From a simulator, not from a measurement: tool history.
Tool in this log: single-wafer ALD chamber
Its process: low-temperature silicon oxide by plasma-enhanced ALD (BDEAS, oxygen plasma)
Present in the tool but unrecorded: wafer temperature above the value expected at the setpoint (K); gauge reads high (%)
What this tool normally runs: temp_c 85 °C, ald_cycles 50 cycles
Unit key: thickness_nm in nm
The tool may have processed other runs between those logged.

run	day	temp_c	ald_cycles	wafers since the last listed run	hours since the last thermocouple change	hours since the gauge calibration	read-back reference wafer on the same gauge, thickness_nm	thickness_nm
1	0	94	50	0	733.7	180.1	8.928	7.329
2	1.771	94	50	202	776.2	222.6	8.931	7.364
3	3.971	85	50	251	829	275.4	8.916	7.589
4	5.967	85	50	228	876.9	323.3	8.928	7.597
5	9.529	85	50	407	962.4	408.8	8.916	7.567
6	22.188	85	50	1448	1266.2	712.6	8.928	7.551
7	24.125	85	55	221	1312.7	759.1	8.921	8.312
8	25.792	85	55	190	1352.7	799.1	8.909	8.332
9	29.433	85	50	416	1440.1	886.5	8.924	7.541
10	31.196	85	50	201	1482.4	928.8	8.912	7.585
11	34.412	85	50	368	1559.6	1006	8.911	7.555
12	36.154	85	50	199	1601.4	1047.8	8.926	7.543
13	40.129	85	50	454	1696.8	1143.2	8.921	7.515
14	42.183	85	50	235	1746.1	1192.5	8.923	7.544
15	50.446	85	50	945	1944.4	1390.8	8.929	7.564
# day 52.362: thermocouple changed; heater temperature recalibrated
16	54.375	85	50	411	48.3	1485.1	8.921	7.693
17	57.312	85	50	336	118.8	1555.6	8.905	7.637
18	59.771	96	50	281	177.8	1614.6	8.923	7.38
19	61.283	89	54	173	214.1	1650.9	8.913	8.146
# day 62.808: gauge calibrated
20	63.704	85	46	276	272.2	21.5	8.929	7.06
21	66.438	73	44	312	337.8	87.1	8.936	7.011
22	70.542	98	56	469	436.3	185.6	8.922	8.147
23	72.4	89	59	212	480.9	230.2	8.918	8.895
24	79.262	85	41	785	645.6	394.9	8.903	6.223
25	81.258	99	50	228	693.5	442.8	8.93	7.276
26	85.45	85	50	479	794.1	543.4	8.931	7.568
27	89.433	85	50	455	889.7	639	8.92	7.593
28	92.488	85	50	349	963	712.3	8.916	7.564
29	94.104	85	50	184	1001.8	751.1	8.914	7.573
30	96.571	78	50	282	1061	810.3	8.916	7.745
31	98.829	85	50	258	1115.2	864.5	8.921	7.591
32	101.175	85	50	268	1171.5	920.8	8.91	7.576
33	104.708	78	46	404	1256.3	1005.6	8.911	7.132
34	107.483	76	50	317	1322.9	1072.2	8.921	7.778

Here are 3 independent what-if runs from the current tool condition. What would each one return?
A	107.504	85	50	2	1323.4	1072.7	?	?
B	107.504	94	46	2	1323.4	1072.7	?	?
C	107.504	85	42	2	1323.4	1072.7	?	?

run	read-back reference wafer on the same gauge, thickness_nm	thickness_nm
A	8.912	7.558
B	8.912	6.735
C	8.912	6.349
With the hidden condition removed and each run's random variation left untouched, the same runs would have given:
run	thickness_nm
A	7.727
B	6.883
C	6.491
